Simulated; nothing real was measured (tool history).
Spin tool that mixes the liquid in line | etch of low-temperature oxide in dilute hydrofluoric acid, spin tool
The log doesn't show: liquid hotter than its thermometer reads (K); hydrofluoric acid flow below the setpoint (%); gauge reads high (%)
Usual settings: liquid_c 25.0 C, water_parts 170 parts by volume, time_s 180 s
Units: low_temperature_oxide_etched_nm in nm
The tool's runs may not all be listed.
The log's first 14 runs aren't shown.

| run | hour | liquid_c | water_parts | time_s | wafers since the last listed run | hours since the thermometer was replaced | hours since the hydrofluoric acid flow meter was replaced | hours since the gauge calibration | read-back film thickness of the low-temperature oxide reference wafer, read on the same gauge (nm) | low_temperature_oxide_etched_nm |
|---|---|---|---|---|---|---|---|---|---|---|
|  | 373.8 | thermometer replaced |
| 15 | 411.7 | 21.0 | 170 | 180 | 481 | 37.9 | 191.4 | 601.2 | 80.02 | 13.06 |
|  | 481.8 | gauge calibrated |
| 16 | 495.3 | 25.0 | 170 | 180 | 592 | 121.5 | 275.0 | 13.5 | 80.02 | 15.34 |
| 17 | 513.4 | 25.0 | 170 | 85 | 128 | 139.6 | 293.1 | 31.6 | 79.93 | 7.23 |
| 18 | 539.6 | 25.0 | 145 | 180 | 185 | 165.8 | 319.3 | 57.8 | 80.01 | 18.40 |
| 19 | 572.2 | 29.0 | 210 | 180 | 231 | 198.4 | 351.9 | 90.4 | 80.03 | 13.52 |
| 20 | 595.4 | 23.0 | 220 | 235 | 164 | 221.6 | 375.1 | 113.6 | 80.00 | 13.33 |
| 21 | 626.4 | 25.0 | 170 | 180 | 219 | 252.6 | 406.1 | 144.6 | 79.99 | 15.00 |
| 22 | 642.8 | 26.5 | 115 | 290 | 116 | 269.0 | 422.5 | 161.0 | 80.01 | 40.60 |
| 23 | 678.5 | 25.0 | 170 | 180 | 252 | 304.7 | 458.2 | 196.7 | 80.01 | 14.92 |
| 24 | 698.4 | 25.0 | 170 | 180 | 141 | 324.6 | 478.1 | 216.6 | 80.01 | 14.91 |
| 25 | 728.2 | 23.0 | 170 | 180 | 211 | 354.4 | 507.9 | 246.4 | 80.01 | 13.89 |
| 26 | 754.7 | 28.5 | 170 | 180 | 187 | 380.9 | 534.4 | 272.9 | 79.98 | 16.83 |
| 27 | 789.2 | 21.0 | 170 | 180 | 244 | 415.4 | 568.9 | 307.4 | 79.95 | 12.54 |
| 28 | 810.2 | 25.0 | 170 | 180 | 148 | 436.4 | 589.9 | 328.4 | 79.98 | 14.84 |
|  | 819.4 | hydrofluoric acid flow meter replaced |
| 29 | 824.2 | 20.5 | 235 | 180 | 92 | 450.4 | 4.8 | 342.4 | 80.00 | 8.95 |
| 30 | 841.1 | 25.0 | 170 | 220 | 119 | 467.3 | 21.7 | 359.3 | 80.03 | 19.10 |
| 31 | 876.9 | 25.0 | 105 | 75 | 253 | 503.1 | 57.5 | 395.1 | 80.01 | 11.33 |

The next listed run, before its measurement:
| 32 | 906.6 | 25.0 | 170 | 180 | 210 | 532.8 | 87.2 | 424.8 | ? | ? |

{"run 32": {"read-back film thickness of the low-temperature oxide reference wafer, read on the same gauge (nm)": 80.01, "low_temperature_oxide_etched_nm": 15.53}}
Without the tool's hidden state the same run would have given low_temperature_oxide_etched_nm 15.77 nm.

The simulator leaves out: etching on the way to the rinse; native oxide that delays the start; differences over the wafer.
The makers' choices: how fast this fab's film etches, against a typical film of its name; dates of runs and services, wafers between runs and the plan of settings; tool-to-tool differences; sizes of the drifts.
